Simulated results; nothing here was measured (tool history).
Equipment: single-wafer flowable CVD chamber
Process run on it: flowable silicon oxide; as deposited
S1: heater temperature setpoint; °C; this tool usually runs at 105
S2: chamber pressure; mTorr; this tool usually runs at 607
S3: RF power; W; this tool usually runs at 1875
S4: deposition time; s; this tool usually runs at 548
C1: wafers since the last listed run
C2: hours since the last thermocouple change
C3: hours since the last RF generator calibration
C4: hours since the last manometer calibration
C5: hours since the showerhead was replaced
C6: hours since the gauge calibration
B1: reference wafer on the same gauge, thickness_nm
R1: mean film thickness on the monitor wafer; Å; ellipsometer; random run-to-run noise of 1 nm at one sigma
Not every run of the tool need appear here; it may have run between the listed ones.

run	hour	S1	S2	S3	S4	C1	C2	C3	C4	C5	C6	B1	R1
1	0.0	105	607	1875	586	0	1513.5	2091.6	1667.8	5545.9	590.7	189.155	1936.21
2	37.3	105	607	1875	548	173	1550.8	2128.9	1705.1	5583.2	628.0	188.941	1799.05
3	70.6	105	607	1875	548	154	1584.1	2162.2	1738.4	5616.5	661.3	188.784	1810.74
4	117.8	105	607	1875	548	219	1631.3	2209.4	1785.6	5663.7	708.5	189.000	1812.00
5	158.1	105	607	1875	548	187	1671.6	2249.7	1825.9	5704.0	748.8	188.872	1803.04
6	198.5	105	607	1875	548	187	1712.0	2290.1	1866.3	5744.4	789.2	189.005	1798.04
7	266.9	105	607	1875	548	318	1780.4	2358.5	1934.7	5812.8	857.6	189.167	1790.19
8	380.0	105	607	2115	548	526	1893.5	2471.6	2047.8	5925.9	970.7	188.807	1835.37
# hour 441.8: RF generator calibrated
9	442.3	105	607	2115	548	252	1955.8	0.5	2110.1	5988.2	1033.0	189.179	1815.79
# hour 458.0: thermocouple changed; heater temperature recalibrated
10	507.2	105	607	2115	548	264	49.2	65.4	2175.0	6053.1	1097.9	188.824	1938.15
11	536.4	105	657	1875	548	135	78.4	94.6	2204.2	6082.3	1127.1	188.874	2033.39
12	586.0	105	607	1875	548	230	128.0	144.2	2253.8	6131.9	1176.7	189.013	1883.90
# hour 724.2: showerhead replaced
13	737.7	105	687	1745	637	668	279.7	295.9	2405.5	13.5	1328.4	188.952	2413.43
14	781.7	105	607	1875	548	204	323.7	339.9	2449.5	57.5	1372.4	188.977	1877.12
15	816.1	105	744	1875	548	160	358.1	374.3	2483.9	91.9	1406.8	189.225	2292.10
16	876.1	98	607	1715	548	279	418.1	434.3	2543.9	151.9	1466.8	188.901	2353.87
17	912.7	94	607	1875	591	170	454.7	470.9	2580.5	188.5	1503.4	189.015	2967.04
# hour 961.0: gauge calibrated
# hour 968.3: capacitance manometer re-zeroed and calibrated
18	981.1	105	607	2115	548	280	523.1	539.3	12.8	256.9	20.1	188.976	1916.20

The next listed run, before its measurement:
19	1016.9	105	607	1875	548	166	558.9	575.1	48.6	292.7	55.9	?	?

B1: 189.028
R1: 1876.11 Å
With no hidden state in the tool, this same run would have given R1 1880.48 Å.
